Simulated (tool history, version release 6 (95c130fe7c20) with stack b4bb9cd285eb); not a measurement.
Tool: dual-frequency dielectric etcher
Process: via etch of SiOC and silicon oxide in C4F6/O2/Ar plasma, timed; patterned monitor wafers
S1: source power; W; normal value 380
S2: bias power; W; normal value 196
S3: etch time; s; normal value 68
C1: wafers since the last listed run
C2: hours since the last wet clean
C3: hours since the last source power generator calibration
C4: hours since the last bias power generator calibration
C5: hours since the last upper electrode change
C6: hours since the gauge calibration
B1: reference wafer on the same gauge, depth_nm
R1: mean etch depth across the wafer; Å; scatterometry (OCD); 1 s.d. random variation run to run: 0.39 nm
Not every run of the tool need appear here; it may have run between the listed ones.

Run 1, hour 0: usual settings but S2 169 W; C1 0; C2 323.3; C3 973.6; C4 2178.8; C5 4315.8; C6 388.9; B1 88.9. Result: R1 715 Å.
At hour 74.2: wet clean of the chamber.
Run 2, hour 74.7: usual settings; C1 680; C2 0.5; C3 1048.3; C4 2253.5; C5 4390.5; C6 463.6; B1 88.8. Result: R1 755 Å.
Run 3, hour 118.4: usual settings; C1 586; C2 44.2; C3 1092; C4 2297.2; C5 4434.2; C6 507.3; B1 88.6. Result: R1 764 Å.
Run 4, hour 142.8: usual settings but S1 430 W; C1 327; C2 68.6; C3 1116.4; C4 2321.6; C5 4458.6; C6 531.7; B1 88.7. Result: R1 801 Å.
Run 5, hour 194.3: usual settings but S2 178 W; C1 691; C2 120.1; C3 1167.9; C4 2373.1; C5 4510.1; C6 583.2; B1 88.6. Result: R1 722 Å.
Run 6, hour 238.5: usual settings but S2 178 W; C1 593; C2 164.3; C3 1212.1; C4 2417.3; C5 4554.3; C6 627.4; B1 88.8. Result: R1 723 Å.
Run 7, hour 274.8: usual settings but S2 177 W; C1 487; C2 200.6; C3 1248.4; C4 2453.6; C5 4590.6; C6 663.7; B1 88.7. Result: R1 723 Å.
Run 8, hour 339.5: usual settings but S2 177 W; C1 868; C2 265.3; C3 1313.1; C4 2518.3; C5 4655.3; C6 728.4; B1 88.7. Result: R1 729 Å.
At hour 506.5: wet clean of the chamber.
Run 9, hour 543.4: usual settings; C1 2415; C2 36.9; C3 1517; C4 2722.2; C5 4859.2; C6 932.3; B1 88.6. Result: R1 761 Å.
Run 10, hour 606.9: usual settings; C1 852; C2 100.4; C3 1580.5; C4 2785.7; C5 4922.7; C6 995.8; B1 88.8. Result: R1 760 Å.
At hour 687.1: upper electrode replaced.
Run 11, hour 687.6: usual settings; C1 761; C2 181.1; C3 1661.2; C4 2866.4; C5 0.5; C6 1076.5; B1 88.6. Result: R1 761 Å.
At hour 695.7: gauge calibrated.
Run 12, hour 725.4: usual settings but S1 290 W, S3 52 s; C1 507; C2 218.9; C3 1699; C4 2904.2; C5 38.3; C6 29.7; B1 88.8. Result: R1 521 Å.
Run 13, hour 786.3: usual settings but S1 310 W, S3 58.5 s; C1 817; C2 279.8; C3 1759.9; C4 2965.1; C5 99.2; C6 90.6; B1 88.7. Result: R1 607 Å.
Run 14, hour 821.3: usual settings but S1 330 W; C1 469; C2 314.8; C3 1794.9; C4 3000.1; C5 134.2; C6 125.6; B1 88.7. Result: R1 726 Å.
At hour 887.6: wet clean of the chamber.
Run 15, hour 888.1: usual settings but S3 52.5 s; C1 574; C2 0.5; C3 1861.7; C4 3066.9; C5 201; C6 192.4; B1 88.8. Result: R1 588 Å.
At hour 911.4: source power generator calibrated.
Run 16, hour 925.7: usual settings; C1 451; C2 38.1; C3 14.3; C4 3104.5; C5 238.6; C6 230; B1 88.8. Result: R1 761 Å.
At hour 948.3: bias power generator calibrated.
Run 17, hour 976.7: usual settings but S2 241 W, S3 51.5 s; C1 631; C2 89.1; C3 65.3; C4 28.4; C5 289.6; C6 281; B1 88.8. Result: R1 635 Å.
Run 18, hour 1012: usual settings but S1 460 W, S3 57 s; C1 473; C2 124.4; C3 100.6; C4 63.7; C5 324.9; C6 316.3; B1 88.6. Result: R1 697 Å.
Run 19, hour 1084: usual settings but S2 178 W; C1 966; C2 196.4; C3 172.6; C4 135.7; C5 396.9; C6 388.3; B1 88.7. Result: R1 739 Å.
Run 20, hour 1125.3: usual settings; C1 554; C2 237.7; C3 213.9; C4 177; C5 438.2; C6 429.6; B1 88.8. Result: R1 771 Å.
Run 21, hour 1155.8: usual settings but S1 280 W; C1 409; C2 268.2; C3 244.4; C4 207.5; C5 468.7; C6 460.1; B1 88.7. Result: R1 672 Å.

Forecast run 22:
Run 22, hour 1187.5: usual settings; C1 425; C2 299.9; C3 276.1; C4 239.2; C5 500.4; C6 491.8; B1 ?. Result: R1 ?.

{"run 22": {"B1": 88.6, "R1": 777}}
Take away the tool's hidden state, keep the run-to-run variation as it was, and the same run would have given R1 757 Å.
